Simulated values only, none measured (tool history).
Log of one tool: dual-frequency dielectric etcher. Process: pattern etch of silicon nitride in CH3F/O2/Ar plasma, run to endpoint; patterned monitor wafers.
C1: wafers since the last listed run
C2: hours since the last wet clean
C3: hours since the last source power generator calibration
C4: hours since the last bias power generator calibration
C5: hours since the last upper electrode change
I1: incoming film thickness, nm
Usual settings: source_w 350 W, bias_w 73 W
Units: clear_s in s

run 1 hour=0.0 | source_w=350 bias_w=73 | C1=0 C2=52.6 C3=1557.9 C4=1471.0 C5=5005.8 | I1=56.8 | clear_s=81.5
run 2 hour=41.5 | source_w=350 bias_w=81 | C1=319 C2=94.1 C3=1599.4 C4=1512.5 C5=5047.3 | I1=56.7 | clear_s=79.0
run 3 hour=93.1 | source_w=350 bias_w=81 | C1=397 C2=145.7 C3=1651.0 C4=1564.1 C5=5098.9 | I1=56.4 | clear_s=78.7
run 4 hour=172.3 | source_w=350 bias_w=81 | C1=610 C2=224.9 C3=1730.2 C4=1643.3 C5=5178.1 | I1=56.9 | clear_s=80.2
run 5 hour=261.3 | source_w=420 bias_w=86 | C1=686 C2=313.9 C3=1819.2 C4=1732.3 C5=5267.1 | I1=56.2 | clear_s=73.7
run 6 hour=328.0 | source_w=420 bias_w=86 | C1=514 C2=380.6 C3=1885.9 C4=1799.0 C5=5333.8 | I1=56.8 | clear_s=74.2
run 7 hour=396.7 | source_w=350 bias_w=73 | C1=529 C2=449.3 C3=1954.6 C4=1867.7 C5=5402.5 | I1=56.2 | clear_s=80.8
-- hour=411.6 bias power generator calibrated
run 8 hour=453.6 | source_w=350 bias_w=73 | C1=407 C2=506.2 C3=2011.5 C4=42.0 C5=5459.4 | I1=56.8 | clear_s=81.3
run 9 hour=502.5 | source_w=350 bias_w=73 | C1=377 C2=555.1 C3=2060.4 C4=90.9 C5=5508.3 | I1=56.9 | clear_s=81.2
-- hour=576.2 wet clean of the chamber
run 10 hour=576.7 | source_w=350 bias_w=73 | C1=387 C2=0.5 C3=2134.6 C4=165.1 C5=5582.5 | I1=56.5 | clear_s=80.8
run 11 hour=622.5 | source_w=400 bias_w=73 | C1=353 C2=46.3 C3=2180.4 C4=210.9 C5=5628.3 | I1=56.6 | clear_s=77.6
-- hour=725.8 source power generator calibrated
run 12 hour=726.3 | source_w=310 bias_w=81 | C1=769 C2=150.1 C3=0.5 C4=314.7 C5=5732.1 | I1=56.2 | clear_s=80.3
run 13 hour=809.8 | source_w=330 bias_w=83 | C1=643 C2=233.6 C3=84.0 C4=398.2 C5=5815.6 | I1=56.3 | clear_s=78.6
run 14 hour=857.4 | source_w=430 bias_w=88 | C1=367 C2=281.2 C3=131.6 C4=445.8 C5=5863.2 | I1=56.1 | clear_s=71.5
run 15 hour=931.1 | source_w=400 bias_w=81 | C1=568 C2=354.9 C3=205.3 C4=519.5 C5=5936.9 | I1=56.2 | clear_s=74.9
run 16 hour=1013.5 | source_w=260 bias_w=73 | C1=635 C2=437.3 C3=287.7 C4=601.9 C5=6019.3 | I1=56.5 | clear_s=86.5
-- hour=1048.2 upper electrode replaced
run 17 hour=1069.9 | source_w=270 bias_w=89 | C1=249 C2=493.7 C3=344.1 C4=658.3 C5=21.7 | I1=56.5 | clear_s=81.6
run 18 hour=1168.3 | source_w=410 bias_w=81 | C1=758 C2=592.1 C3=442.5 C4=756.7 C5=120.1 | I1=56.1 | clear_s=74.4
-- hour=1219.1 source power generator calibrated, repeated, since the last time left the tool worse
run 19 hour=1219.6 | source_w=430 bias_w=62 | C1=364 C2=643.4 C3=0.5 C4=808.0 C5=171.4 | I1=56.6 | clear_s=80.0
run 20 hour=1262.3 | source_w=350 bias_w=73 | C1=329 C2=686.1 C3=43.2 C4=850.7 C5=214.1 | I1=56.6 | clear_s=81.8
-- hour=1288.5 wet clean of the chamber
run 21 hour=1314.8 | source_w=350 bias_w=80 | C1=219 C2=26.3 C3=95.7 C4=903.2 C5=266.6 | I1=56.2 | clear_s=79.2
run 22 hour=1386.4 | source_w=280 bias_w=79 | C1=552 C2=97.9 C3=167.3 C4=974.8 C5=338.2 | I1=57.0 | clear_s=85.9
run 23 hour=1442.7 | source_w=430 bias_w=62 | C1=434 C2=154.2 C3=223.6 C4=1031.1 C5=394.5 | I1=56.7 | clear_s=79.6
run 24 hour=1594.6 | source_w=420 bias_w=85 | C1=1171 C2=306.1 C3=375.5 C4=1183.0 C5=546.4 | I1=56.4 | clear_s=74.4
run 25 hour=1661.3 | source_w=380 bias_w=67 | C1=514 C2=372.8 C3=442.2 C4=1249.7 C5=613.1 | I1=56.2 | clear_s=80.4
run 26 hour=1727.2 | source_w=420 bias_w=86 | C1=508 C2=438.7 C3=508.1 C4=1315.6 C5=679.0 | I1=56.3 | clear_s=74.0
run 27 hour=1774.5 | source_w=400 bias_w=90 | C1=364 C2=486.0 C3=555.4 C4=1362.9 C5=726.3 | I1=56.6 | clear_s=74.3
run 28 hour=1819.5 | source_w=280 bias_w=58 | C1=346 C2=531.0 C3=600.4 C4=1407.9 C5=771.3 | I1=56.4 | clear_s=90.5
run 29 hour=1856.3 | source_w=350 bias_w=87 | C1=283 C2=567.8 C3=637.2 C4=1444.7 C5=808.1 | I1=56.7 | clear_s=77.9
-- hour=1911.3 wet clean of the chamber
run 30 hour=1957.8 | source_w=390 bias_w=55 | C1=597 C2=46.5 C3=738.7 C4=1546.2 C5=909.6 | I1=56.7 | clear_s=84.6
run 31 hour=2044.0 | source_w=430 bias_w=63 | C1=664 C2=132.7 C3=824.9 C4=1632.4 C5=995.8 | I1=56.3 | clear_s=79.4
run 32 hour=2140.1 | source_w=350 bias_w=73 | C1=740 C2=228.8 C3=921.0 C4=1728.5 C5=1091.9 | I1=57.4 | clear_s=81.9
run 33 hour=2215.7 | source_w=290 bias_w=68 | C1=582 C2=304.4 C3=996.6 C4=1804.1 C5=1167.5 | I1=56.2 | clear_s=87.0
run 34 hour=2272.0 | source_w=430 bias_w=90 | C1=434 C2=360.7 C3=1052.9 C4=1860.4 C5=1223.8 | I1=56.6 | clear_s=72.9

The tool's hidden state at each run:
etch rate over this chamber's usual, %: 0 in every run
bias power that arrives over what is set, %: 0 in every run
H1: source power that arrives over what is set, %
run=1 H1=2.07
run=2 H1=2.13
run=3 H1=2.21
run=4 H1=2.33
run=5 H1=2.46
run=6 H1=2.56
run=7 H1=2.66
run=8 H1=2.74
run=9 H1=2.81
run=10 H1=2.92
run=11 H1=2.99
run=12 H1=5.77
run=13 H1=5.9
run=14 H1=5.97
run=15 H1=6.08
run=16 H1=6.2
run=17 H1=6.28
run=18 H1=6.43
run=19 H1=-0.204
run=20 H1=-0.141
run=21 H1=-0.0633
run=22 H1=0.0425
run=23 H1=0.126
run=24 H1=0.35
run=25 H1=0.449
run=26 H1=0.546
run=27 H1=0.616
run=28 H1=0.683
run=29 H1=0.737
run=30 H1=0.887
run=31 H1=1.01
run=32 H1=1.16
run=33 H1=1.27
run=34 H1=1.35
